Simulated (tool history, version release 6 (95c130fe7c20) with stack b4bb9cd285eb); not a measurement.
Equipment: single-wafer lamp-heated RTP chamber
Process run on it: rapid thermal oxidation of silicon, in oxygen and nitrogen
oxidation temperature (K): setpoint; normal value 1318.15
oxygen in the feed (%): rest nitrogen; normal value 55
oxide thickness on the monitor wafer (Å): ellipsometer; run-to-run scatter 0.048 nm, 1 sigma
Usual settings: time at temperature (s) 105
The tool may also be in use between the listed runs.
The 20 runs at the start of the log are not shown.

| run | day | oxidation temperature (K) | time at temperature (s) | oxygen in the feed (%) | wafers since the last listed run | wafers since the last pyrometer calibration | hours since the oxygen flow controller was replaced | hours since the gauge calibration | read-back reference wafer on the same gauge, thickness | oxide thickness on the monitor wafer (Å) |
|---|---|---|---|---|---|---|---|---|---|---|
| 21 | 13.054 | 1337.15 | 105 | 64 | 122 | 237 | 6206.7 | 220 | 10.011 | 106.1 |
|  | 13.721 | oxygen flow controller replaced |
| 22 | 13.796 | 1341.15 | 68 | 29 | 158 | 396 | 1.8 | 237.8 | 10.017 | 67.92 |
| 23 | 14.1 | 1318.15 | 105 | 55 | 117 | 513 | 9.1 | 245.1 | 10.02 | 88.63 |
| 24 | 14.462 | 1318.15 | 105 | 55 | 140 | 654 | 17.8 | 253.8 | 10.013 | 88.41 |
| 25 | 15.104 | 1332.15 | 105 | 55 | 248 | 902 | 33.2 | 269.2 | 10.035 | 97.57 |
| 26 | 15.708 | 1318.15 | 53 | 55 | 233 | 1136 | 47.7 | 283.7 | 10.023 | 65.25 |
| 27 | 16.112 | 1310.15 | 77 | 65 | 156 | 1292 | 57.4 | 293.4 | 10.008 | 76.31 |
| 28 | 16.792 | 1318.15 | 105 | 36 | 262 | 1555 | 73.7 | 309.7 | 10.026 | 75.68 |
| 29 | 17.383 | 1347.15 | 105 | 30 | 229 | 1784 | 87.9 | 323.9 | 10.015 | 86.98 |
| 30 | 17.942 | 1332.15 | 128 | 65 | 216 | 2000 | 101.3 | 337.3 | 10.023 | 113.59 |
| 31 | 18.583 | 1342.15 | 105 | 65 | 248 | 2249 | 116.7 | 352.7 | 10.01 | 109.96 |
| 32 | 18.9 | 1347.15 | 105 | 55 | 122 | 2371 | 124.3 | 360.3 | 10.024 | 107.45 |
| 33 | 19.588 | 1304.15 | 74 | 42 | 266 | 2637 | 140.8 | 376.8 | 10.025 | 62.11 |
| 34 | 20.483 | 1318.15 | 130 | 76 | 346 | 2984 | 162.3 | 398.3 | 10.007 | 109.84 |
| 35 | 20.921 | 1298.15 | 54 | 46 | 169 | 3153 | 172.8 | 408.8 | 10.007 | 54.1 |
| 36 | 21.667 | 1318.15 | 105 | 55 | 288 | 3442 | 190.7 | 426.7 | 10.011 | 88.54 |
| 37 | 22.829 | 1332.15 | 128 | 65 | 449 | 3892 | 218.6 | 454.6 | 10.018 | 114.19 |
| 38 | 23.162 | 1346.15 | 60 | 81 | 129 | 4021 | 226.6 | 462.6 | 10.013 | 95.92 |

Below are 4 alternative next runs, each starting from the tool's condition after run 38. Predict each:
| A | 23.179 | 1318.15 | 105 | 82 | 6 | 4027 | 227 | 463 | ? | ? |
| B | 23.179 | 1318.15 | 105 | 27 | 6 | 4027 | 227 | 463 | ? | ? |
| C | 23.179 | 1318.15 | 73 | 55 | 6 | 4027 | 227 | 463 | ? | ? |
| D | 23.179 | 1335.15 | 88 | 71 | 6 | 4027 | 227 | 463 | ? | ? |

| run | read-back reference wafer on the same gauge, thickness | oxide thickness on the monitor wafer (Å) |
|---|---|---|
| A | 10.031 | 103.94 |
| B | 10.031 | 69.92 |
| C | 10.031 | 76.42 |
| D | 10.031 | 102.2 |
What these runs would have given with no unlogged condition in the tool:
| run | oxide thickness on the monitor wafer (Å) |
|---|---|
| A | 101.92 |
| B | 68.6 |
| C | 74.95 |
| D | 100.28 |

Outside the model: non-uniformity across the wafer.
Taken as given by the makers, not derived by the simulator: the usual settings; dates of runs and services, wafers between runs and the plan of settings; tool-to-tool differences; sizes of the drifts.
